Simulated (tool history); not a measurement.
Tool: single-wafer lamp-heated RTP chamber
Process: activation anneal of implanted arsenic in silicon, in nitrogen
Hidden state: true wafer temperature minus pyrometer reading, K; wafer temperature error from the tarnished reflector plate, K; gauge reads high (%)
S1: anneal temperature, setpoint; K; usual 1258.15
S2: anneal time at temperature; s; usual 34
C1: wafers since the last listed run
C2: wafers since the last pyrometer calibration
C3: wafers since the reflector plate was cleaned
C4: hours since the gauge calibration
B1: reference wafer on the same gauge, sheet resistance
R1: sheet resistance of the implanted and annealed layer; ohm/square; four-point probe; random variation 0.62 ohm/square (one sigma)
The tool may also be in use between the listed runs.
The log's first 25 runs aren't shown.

run,hour,S1,S2,C1,C2,C3,C4,B1,R1
26,1488.1,1258.15,34,371,2939,4613,140.4,244.01,265.86
# hour 1543.9: reflector plate cleaned
27,1544.4,1258.15,34,642,3582,6,196.7,243.85,267.12
28,1641,1244.15,25,1285,4868,1291,293.3,244.07,272.19
29,1699,1258.15,34,771,5640,2063,351.3,244.2,265.61
# hour 1730.8: pyrometer window cleaned and pyrometer calibrated
30,1731.3,1238.15,44,323,7,2387,383.6,243.95,268.53
31,1767.3,1233.15,26,479,486,2866,419.6,244.01,274.77
32,1798,1283.15,47,408,894,3274,450.3,244.23,252.98
33,1854.1,1246.15,52,746,1641,4021,506.4,244.15,263.76
34,1918,1258.15,52,850,2491,4871,570.3,243.95,259.53
# hour 1941.6: reflector plate cleaned
35,1989.9,1268.15,17,850,3342,642,642.2,243.91,272.15
36,2034,1258.15,34,586,3929,1229,686.3,243.94,264.89

4 ways to go on from here, each from the tool as it stands after run 36. What would each give?
A,2034.4,1268.15,34,5,3934,1234,686.7,?,?
B,2034.4,1239.15,26,5,3934,1234,686.7,?,?
C,2034.4,1258.15,50,5,3934,1234,686.7,?,?
D,2034.4,1247.15,43,5,3934,1234,686.7,?,?

run,B1,R1
A,243.94,263.44
B,243.94,273.36
C,243.94,261.24
D,243.94,266.03
Without the tool's hidden state the same runs would have given:
run,R1
A,263.9
B,273.78
C,261.72
D,266.48

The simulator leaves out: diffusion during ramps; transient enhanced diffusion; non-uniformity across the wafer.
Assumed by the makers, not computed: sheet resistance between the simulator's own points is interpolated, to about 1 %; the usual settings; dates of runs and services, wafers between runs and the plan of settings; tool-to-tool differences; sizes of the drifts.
